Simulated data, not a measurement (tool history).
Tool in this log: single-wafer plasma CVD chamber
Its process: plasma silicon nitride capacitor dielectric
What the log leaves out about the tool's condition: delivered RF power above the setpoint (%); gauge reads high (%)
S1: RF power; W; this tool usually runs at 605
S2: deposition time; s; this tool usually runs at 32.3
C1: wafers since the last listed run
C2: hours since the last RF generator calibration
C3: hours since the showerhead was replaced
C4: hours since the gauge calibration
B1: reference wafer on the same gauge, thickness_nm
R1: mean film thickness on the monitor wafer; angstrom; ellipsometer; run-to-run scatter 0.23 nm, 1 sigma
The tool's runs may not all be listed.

run	hour	S1	S2	C1	C2	C3	C4	B1	R1
1	0	605	36.8	0	522.8	6492.5	112.3	56.111	598.8
2	17.3	605	36.8	337	540.1	6509.8	129.6	56.124	593.78
3	33.8	605	36.8	321	556.6	6526.3	146.1	56.047	596.03
4	47.2	605	32.3	261	570	6539.7	159.5	56.091	522.74
5	83	605	32.3	697	605.8	6575.5	195.3	56.057	523.09
6	102.9	695	29.6	387	625.7	6595.4	215.2	56.112	501.31
7	134.2	695	29.6	610	657	6626.7	246.5	55.99	500.57
8	148.5	695	29.6	278	671.3	6641	260.8	56.113	499.02
9	169.6	605	32.3	411	692.4	6662.1	281.9	56.133	518.92
10	188.2	605	29.5	362	711	6680.7	300.5	56.035	472.61
11	212.7	605	29.5	477	735.5	6705.2	325	56.133	472.13
12	238	605	29.5	493	760.8	6730.5	350.3	55.978	475.83
13	265.9	605	32.3	543	788.7	6758.4	378.2	56.103	517.96
14	281.8	605	32.3	309	804.6	6774.3	394.1	56.076	519.87
15	302.2	605	32.3	397	825	6794.7	414.5	56.143	521.11
16	315.7	605	32.3	263	838.5	6808.2	428	56.214	517.3
17	329.5	605	32.3	269	852.3	6822	441.8	56.185	515.43
18	355.2	495	34.9	501	878	6847.7	467.5	56.138	519.5
19	384.1	605	32.3	563	906.9	6876.6	496.4	56.071	516.25
20	420	605	32.3	699	942.8	6912.5	532.3	56.133	514.93
21	436.6	560	32.3	323	959.4	6929.1	548.9	56.115	501.57
# hour 459.1: showerhead replaced
22	461.4	655	32.3	327	984.2	2.3	573.7	56.033	528.54
23	492.6	650	27.7	608	1015.4	33.5	604.9	56.032	449.43
24	521.3	605	32.3	559	1044.1	62.2	633.6	56.039	514.47
25	551.5	555	35.7	588	1074.3	92.4	663.8	56.107	549.28
26	571.9	545	38.5	397	1094.7	112.8	684.2	56.004	584.6
# hour 575.8: gauge calibrated
27	605.8	605	32.3	660	1128.6	146.7	30	56.052	507.22
# hour 620.5: RF generator calibrated
28	632.6	520	30.4	366	12.1	173.5	56.8	56.131	471.91
29	703.5	565	35.3	1382	83	244.4	127.7	56.092	561.76
30	733.9	605	32.3	592	113.4	274.8	158.1	56.09	527.57
31	761.8	605	32.3	543	141.3	302.7	186	56.187	527.39
32	785.2	660	37.6	456	164.7	326.1	209.4	56.15	630.4
33	803.1	605	32.3	348	182.6	344	227.3	56.141	532.89
34	817.7	525	28.1	284	197.2	358.6	241.9	56.019	436.21

Hidden state at the last listed run before each entry between runs and at the first one after, where it differs:
Run 21 -> run 22: showerhead replaced (hour 459.1)
  delivered RF power above the setpoint (%): -7.46 -> -7.82
  measured result minus the result with no hidden state, R1: -13.16 -> -14.58 angstrom
Run 26 -> run 27: gauge calibrated (hour 575.8)
  delivered RF power above the setpoint (%): -9.53 -> -10.1
  measured result minus the result with no hidden state, R1: -19.92 -> -18.39 angstrom
Run 27 -> run 28: RF generator calibrated (hour 620.5)
  delivered RF power above the setpoint (%): -10.1 -> -0.493
  measured result minus the result with no hidden state, R1: -18.39 -> -0.78 angstrom
